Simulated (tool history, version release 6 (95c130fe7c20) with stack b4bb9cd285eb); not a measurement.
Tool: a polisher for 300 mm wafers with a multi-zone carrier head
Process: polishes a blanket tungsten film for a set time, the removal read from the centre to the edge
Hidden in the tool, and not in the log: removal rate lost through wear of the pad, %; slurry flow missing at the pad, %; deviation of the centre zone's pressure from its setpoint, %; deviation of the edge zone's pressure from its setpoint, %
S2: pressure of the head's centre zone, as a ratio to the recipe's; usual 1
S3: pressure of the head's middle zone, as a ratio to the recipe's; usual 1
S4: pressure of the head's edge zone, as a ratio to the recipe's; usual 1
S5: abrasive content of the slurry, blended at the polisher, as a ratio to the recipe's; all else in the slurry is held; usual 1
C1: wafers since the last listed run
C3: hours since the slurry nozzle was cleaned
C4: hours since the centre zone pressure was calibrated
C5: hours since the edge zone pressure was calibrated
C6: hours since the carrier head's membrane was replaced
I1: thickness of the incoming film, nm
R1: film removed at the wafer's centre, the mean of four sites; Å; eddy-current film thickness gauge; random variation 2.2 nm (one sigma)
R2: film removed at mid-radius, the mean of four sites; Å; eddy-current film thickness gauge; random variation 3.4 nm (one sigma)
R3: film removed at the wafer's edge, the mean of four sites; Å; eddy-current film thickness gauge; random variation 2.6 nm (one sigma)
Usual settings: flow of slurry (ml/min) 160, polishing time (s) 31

{"run": 1, "hour": 0.0, "flow of slurry (ml/min)": 160, "S2": 1, "S3": 1, "S4": 1, "S5": 1, "polishing time (s)": 31, "C1": 0, "wafers polished on this pad": 445, "C3": 599.3, "C4": 877.4, "C5": 1123, "C6": 911.4, "I1": 664.6, "R1": 2286, "R2": 2309, "R3": 2364}
{"run": 2, "hour": 22.8, "flow of slurry (ml/min)": 160, "S2": 1, "S3": 1, "S4": 1, "S5": 1, "polishing time (s)": 31, "C1": 273, "wafers polished on this pad": 718, "C3": 622.1, "C4": 900.2, "C5": 1145.8, "C6": 934.2, "I1": 664.7, "R1": 2224, "R2": 2291, "R3": 2385}
{"hour": 38.9, "done": "worn pad replaced by a new one"}
{"run": 3, "hour": 54.3, "flow of slurry (ml/min)": 160, "S2": 1, "S3": 0.96, "S4": 1, "S5": 1, "polishing time (s)": 24, "C1": 329, "wafers polished on this pad": 184, "C3": 653.6, "C4": 931.7, "C5": 1177.3, "C6": 965.7, "I1": 669, "R1": 1759, "R2": 1697, "R3": 1815}
{"run": 4, "hour": 87.1, "flow of slurry (ml/min)": 160, "S2": 1, "S3": 1, "S4": 1, "S5": 1.2, "polishing time (s)": 31, "C1": 392, "wafers polished on this pad": 577, "C3": 686.4, "C4": 964.5, "C5": 1210.1, "C6": 998.5, "I1": 674, "R1": 2281, "R2": 2341, "R3": 2398}
{"hour": 124.5, "done": "worn pad replaced by a new one"}
{"run": 5, "hour": 125.0, "flow of slurry (ml/min)": 160, "S2": 1, "S3": 1, "S4": 1, "S5": 1.2, "polishing time (s)": 31, "C1": 405, "wafers polished on this pad": 6, "C3": 724.3, "C4": 1002.4, "C5": 1248, "C6": 1036.4, "I1": 669, "R1": 2312, "R2": 2295, "R3": 2371}
{"hour": 138.7, "done": "carrier head's membrane replaced by a new one"}
{"run": 6, "hour": 147.9, "flow of slurry (ml/min)": 160, "S2": 1.04, "S3": 1, "S4": 1, "S5": 1, "polishing time (s)": 31, "C1": 214, "wafers polished on this pad": 220, "C3": 747.2, "C4": 1025.3, "C5": 1270.9, "C6": 9.2, "I1": 669.6, "R1": 2337, "R2": 2266, "R3": 2361}
{"hour": 164.5, "done": "edge zone pressure recalibrated"}
{"run": 7, "hour": 179.0, "flow of slurry (ml/min)": 160, "S2": 1, "S3": 1, "S4": 1, "S5": 1, "polishing time (s)": 31, "C1": 348, "wafers polished on this pad": 569, "C3": 778.3, "C4": 1056.4, "C5": 14.5, "C6": 40.3, "I1": 662.5, "R1": 2181, "R2": 2305, "R3": 2303}
{"hour": 200.5, "done": "centre zone pressure recalibrated"}
{"hour": 202.3, "done": "slurry nozzle cleaned"}
{"hour": 217.6, "done": "worn pad replaced by a new one"}
{"run": 8, "hour": 218.1, "flow of slurry (ml/min)": 160, "S2": 1, "S3": 1, "S4": 1, "S5": 1, "polishing time (s)": 31, "C1": 384, "wafers polished on this pad": 6, "C3": 15.8, "C4": 17.6, "C5": 53.6, "C6": 79.4, "I1": 675.4, "R1": 1934, "R2": 2014, "R3": 2201}
{"run": 9, "hour": 245.3, "flow of slurry (ml/min)": 160, "S2": 1.04, "S3": 1, "S4": 1, "S5": 1, "polishing time (s)": 31, "C1": 325, "wafers polished on this pad": 332, "C3": 43, "C4": 44.8, "C5": 80.8, "C6": 106.6, "I1": 666.9, "R1": 2028, "R2": 2009, "R3": 2163}
{"hour": 262.7, "done": "slurry nozzle cleaned, repeated, since the last time left the tool worse"}
{"run": 10, "hour": 275.8, "flow of slurry (ml/min)": 175, "S2": 1, "S3": 1, "S4": 1, "S5": 1, "polishing time (s)": 26, "C1": 353, "wafers polished on this pad": 685, "C3": 13.1, "C4": 75.3, "C5": 111.3, "C6": 137.1, "I1": 662.6, "R1": 2041, "R2": 2026, "R3": 2059}
{"hour": 299.0, "done": "worn pad replaced by a new one"}
{"run": 11, "hour": 299.5, "flow of slurry (ml/min)": 135, "S2": 1, "S3": 1.11, "S4": 0.95, "S5": 1, "polishing time (s)": 37, "C1": 235, "wafers polished on this pad": 6, "C3": 36.8, "C4": 99, "C5": 135, "C6": 160.8, "I1": 668.1, "R1": 2755, "R2": 3081, "R3": 2748}
{"run": 12, "hour": 314.5, "flow of slurry (ml/min)": 120, "S2": 1, "S3": 1, "S4": 0.94, "S5": 1, "polishing time (s)": 31, "C1": 179, "wafers polished on this pad": 186, "C3": 51.8, "C4": 114, "C5": 150, "C6": 175.8, "I1": 666, "R1": 2251, "R2": 2291, "R3": 2308}
{"run": 13, "hour": 345.6, "flow of slurry (ml/min)": 120, "S2": 0.96, "S3": 0.96, "S4": 1, "S5": 1, "polishing time (s)": 31, "C1": 372, "wafers polished on this pad": 558, "C3": 82.9, "C4": 145.1, "C5": 181.1, "C6": 206.9, "I1": 671, "R1": 2133, "R2": 2181, "R3": 2378}
{"run": 14, "hour": 360.4, "flow of slurry (ml/min)": 130, "S2": 1, "S3": 1, "S4": 1.04, "S5": 1, "polishing time (s)": 31, "C1": 177, "wafers polished on this pad": 735, "C3": 97.7, "C4": 159.9, "C5": 195.9, "C6": 221.7, "I1": 671, "R1": 2219, "R2": 2243, "R3": 2416}
{"run": 15, "hour": 382.8, "flow of slurry (ml/min)": 175, "S2": 1, "S3": 1, "S4": 1, "S5": 1, "polishing time (s)": 26, "C1": 268, "wafers polished on this pad": 1004, "C3": 120.1, "C4": 182.3, "C5": 218.3, "C6": 244.1, "I1": 669.4, "R1": 2015, "R2": 2033, "R3": 2072}
{"hour": 391.0, "done": "worn pad replaced by a new one"}
{"run": 16, "hour": 405.6, "flow of slurry (ml/min)": 160, "S2": 1, "S3": 0.89, "S4": 1.11, "S5": 0.8, "polishing time (s)": 39, "C1": 225, "wafers polished on this pad": 174, "C3": 142.9, "C4": 205.1, "C5": 241.1, "C6": 266.9, "I1": 679.5, "R1": 2889, "R2": 2705, "R3": 3166}

5 ways to go on from here, each from the tool as it stands after run 16. What would each give?
{"run": "A", "hour": 406.0, "flow of slurry (ml/min)": 160, "S2": 1, "S3": 1, "S4": 1, "S5": 1, "polishing time (s)": 39, "C1": 4, "wafers polished on this pad": 179, "C3": 143.3, "C4": 205.5, "C5": 241.5, "C6": 267.3, "I1": 673.9, "R1": "?", "R2": "?", "R3": "?"}
{"run": "B", "hour": 406.0, "flow of slurry (ml/min)": 160, "S2": 0.96, "S3": 1, "S4": 1, "S5": 1, "polishing time (s)": 31, "C1": 4, "wafers polished on this pad": 179, "C3": 143.3, "C4": 205.5, "C5": 241.5, "C6": 267.3, "I1": 673.9, "R1": "?", "R2": "?", "R3": "?"}
{"run": "C", "hour": 406.0, "flow of slurry (ml/min)": 210, "S2": 1, "S3": 1, "S4": 1, "S5": 1.25, "polishing time (s)": 31, "C1": 4, "wafers polished on this pad": 179, "C3": 143.3, "C4": 205.5, "C5": 241.5, "C6": 267.3, "I1": 673.9, "R1": "?", "R2": "?", "R3": "?"}
{"run": "D", "hour": 406.0, "flow of slurry (ml/min)": 160, "S2": 1, "S3": 1, "S4": 1, "S5": 1.25, "polishing time (s)": 31, "C1": 4, "wafers polished on this pad": 179, "C3": 143.3, "C4": 205.5, "C5": 241.5, "C6": 267.3, "I1": 673.9, "R1": "?", "R2": "?", "R3": "?"}
{"run": "E", "hour": 406.0, "flow of slurry (ml/min)": 160, "S2": 1, "S3": 1.05, "S4": 1, "S5": 1, "polishing time (s)": 31, "C1": 4, "wafers polished on this pad": 179, "C3": 143.3, "C4": 205.5, "C5": 241.5, "C6": 267.3, "I1": 673.9, "R1": "?", "R2": "?", "R3": "?"}

run=A R1=3005 R2=2952 R3=3027
run=B R1=2292 R2=2347 R3=2406
run=C R1=2601 R2=2541 R3=2572
run=D R1=2468 R2=2425 R3=2486
run=E R1=2389 R2=2446 R3=2404
Without the tool's hidden state the same runs would have given:
run=A R1=3055 R2=2996 R3=3059
run=B R1=2331 R2=2382 R3=2431
run=C R1=2634 R2=2570 R3=2593
run=D R1=2509 R2=2461 R3=2512
run=E R1=2429 R2=2482 R3=2430
